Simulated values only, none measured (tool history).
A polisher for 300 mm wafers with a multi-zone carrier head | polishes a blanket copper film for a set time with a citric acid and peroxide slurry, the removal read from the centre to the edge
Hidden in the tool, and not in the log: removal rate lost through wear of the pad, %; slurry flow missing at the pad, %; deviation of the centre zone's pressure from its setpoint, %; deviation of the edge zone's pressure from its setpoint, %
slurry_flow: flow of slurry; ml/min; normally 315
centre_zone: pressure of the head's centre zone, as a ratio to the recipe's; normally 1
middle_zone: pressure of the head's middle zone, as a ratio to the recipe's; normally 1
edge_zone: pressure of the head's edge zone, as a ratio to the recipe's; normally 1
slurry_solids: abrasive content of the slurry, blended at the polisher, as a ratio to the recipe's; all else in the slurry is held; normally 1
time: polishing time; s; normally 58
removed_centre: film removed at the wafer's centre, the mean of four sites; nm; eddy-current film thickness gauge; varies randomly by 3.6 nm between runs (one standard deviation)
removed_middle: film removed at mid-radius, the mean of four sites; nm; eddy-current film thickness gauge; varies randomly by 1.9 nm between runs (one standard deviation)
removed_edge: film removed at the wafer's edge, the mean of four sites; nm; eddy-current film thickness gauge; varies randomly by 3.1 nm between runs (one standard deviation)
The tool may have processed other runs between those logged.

run   hour  slurry_flow  centre_zone  middle_zone  edge_zone  slurry_solids  time  wafers since the last listed run  wafers polished on this pad  hours since the slurry nozzle was cleaned  hours since the centre zone pressure was calibrated  hours since the edge zone pressure was calibrated  hours since the carrier head's membrane was replaced  incoming thickness of the incoming film, nm  removed_centre  removed_middle  removed_edge
  1      0          315         0.92            1          1              1    58                                 0                          508                                       97.2                                               1048.8                                              592.6                                                 185.4                                        577.1           213.4           224.5         229.3
  2   67.5          315            1            1          1              1    58                               536                         1044                                      164.7                                               1116.3                                              660.1                                                 252.9                                        585.4           214.6           218.6         222.8
     104.5  -- worn pad replaced by a new one
  3  108.2          315            1            1          1              1    58                               291                           29                                      205.4                                                 1157                                              700.8                                                 293.6                                        577.6           238.5           236.1         238.8
  4  146.8          315            1            1          1              1    58                               306                          335                                        244                                               1195.6                                              739.4                                                 332.2                                        581.6           225.3           227.4         233.3
  5    188          315            1            1          1              1    58                               327                          663                                      285.2                                               1236.8                                              780.6                                                 373.4                                        584.6           230.5           224.3         230.5
  6  215.1          315            1            1          1              1    58                               215                          878                                      312.3                                               1263.9                                              807.7                                                 400.5                                        575.9           225.1           218.2         226.4
  7  251.1          315            1            1          1           0.85    53                               285                         1164                                      348.3                                               1299.9                                              843.7                                                 436.5                                        579.2             186           185.7         189.3
     296.5  -- worn pad replaced by a new one
     300.4  -- slurry nozzle cleaned
  8  301.7          315            1            1          1           0.85    53                               362                           33                                        1.3                                               1350.5                                              894.3                                                 487.1                                        579.6           209.9           200.8         204.6
  9  366.9          315            1            1          1              1    58                               517                          550                                       66.5                                               1415.7                                              959.5                                                 552.3                                        584.2           230.9           226.7         229.2
 10  420.5          315            1            1          1              1    58                               425                          976                                      120.1                                               1469.3                                             1013.1                                                 605.9                                        578.8             233           220.9         225.4
     423.8  -- centre zone pressure recalibrated
 11  470.2          315            1            1          1            1.3    58                               378                         1355                                      169.8                                                 46.4                                             1062.8                                                 655.6                                        579.2           237.4             234         237.1
     481.9  -- worn pad replaced by a new one
     525.6  -- edge zone pressure recalibrated
 12  539.2          315         0.92         0.94          1              1    65                               500                          439                                      238.8                                                115.4                                               13.6                                                 724.6                                          587           243.3           248.1         266.2
     606.6  -- slurry nozzle cleaned
 13  610.4          370            1            1        0.9              1    58                               557                          996                                        3.8                                                186.6                                               84.8                                                 795.8                                        582.1           229.2           221.3         219.7
 14  655.8          380            1            1          1              1    58                               360                         1357                                       49.2                                                  232                                              130.2                                                 841.2                                        573.1           222.1           219.9         227.7
     660.9  -- carrier head's membrane replaced by a new one
     702.2  -- worn pad replaced by a new one
 15  724.9          315         1.05            1       1.09              1    58                               477                          180                                      118.3                                                301.1                                              199.3                                                    64                                        582.7           242.3           232.1         249.8
 16  757.8          315            1          1.1          1              1    58                               261                          441                                      151.2                                                  334                                              232.2                                                  96.9                                        579.2           235.3           247.5           235
 17  824.3          315            1            1          1              1    58                               528                          969                                      217.7                                                400.5                                              298.7                                                 163.4                                        588.1           219.6           218.7         225.2
     883.5  -- worn pad replaced by a new one
 18  886.4          315            1            1          1              1    58                               461                           22                                      279.8                                                462.6                                              360.8                                                 225.5                                        582.4           235.6           236.9         242.7
 19  946.9          315            1            1          1              1    58                               480                          503                                      340.3                                                523.1                                              421.3                                                   286                                        589.9           233.8           226.9         228.3
 20  978.8          315            1            1          1            1.1    74                               253                          756                                      372.2                                                  555                                              453.2                                                 317.9                                        576.5           309.3           298.3         301.8

What if the next run were any one of these 5? Each begins from the tool's condition after run 20:
  A  979.2          315            1            1       1.07              1    58                                 3                          759                                      372.6                                                555.4                                              453.6                                                 318.3                                        588.4               ?               ?             ?
  B  979.2          315            1          0.9          1            1.2    77                                 3                          759                                      372.6                                                555.4                                              453.6                                                 318.3                                        588.4               ?               ?             ?
  C  979.2          315            1         0.88       1.07              1    58                                 3                          759                                      372.6                                                555.4                                              453.6                                                 318.3                                        588.4               ?               ?             ?
  D  979.2          280         0.96            1          1              1    58                                 3                          759                                      372.6                                                555.4                                              453.6                                                 318.3                                        588.4               ?               ?             ?
  E  979.2          315            1         0.91          1            1.2    71                                 3                          759                                      372.6                                                555.4                                              453.6                                                 318.3                                        588.4               ?               ?             ?

run  removed_centre  removed_middle  removed_edge
  A           227.1           222.9         237.1
  B           321.1           288.8         324.9
  C           226.9           200.3         237.4
  D           216.2           220.1         227.1
  E           296.1           268.8         299.6
Stripped of hidden state, with their random variation kept, the same runs would have yielded:
run  removed_centre  removed_middle  removed_edge
  A           239.5             235           250
  B           338.6           304.6         342.6
  C           239.3           211.2         250.4
  D             228           232.1         239.5
  E           312.3           283.4         315.9
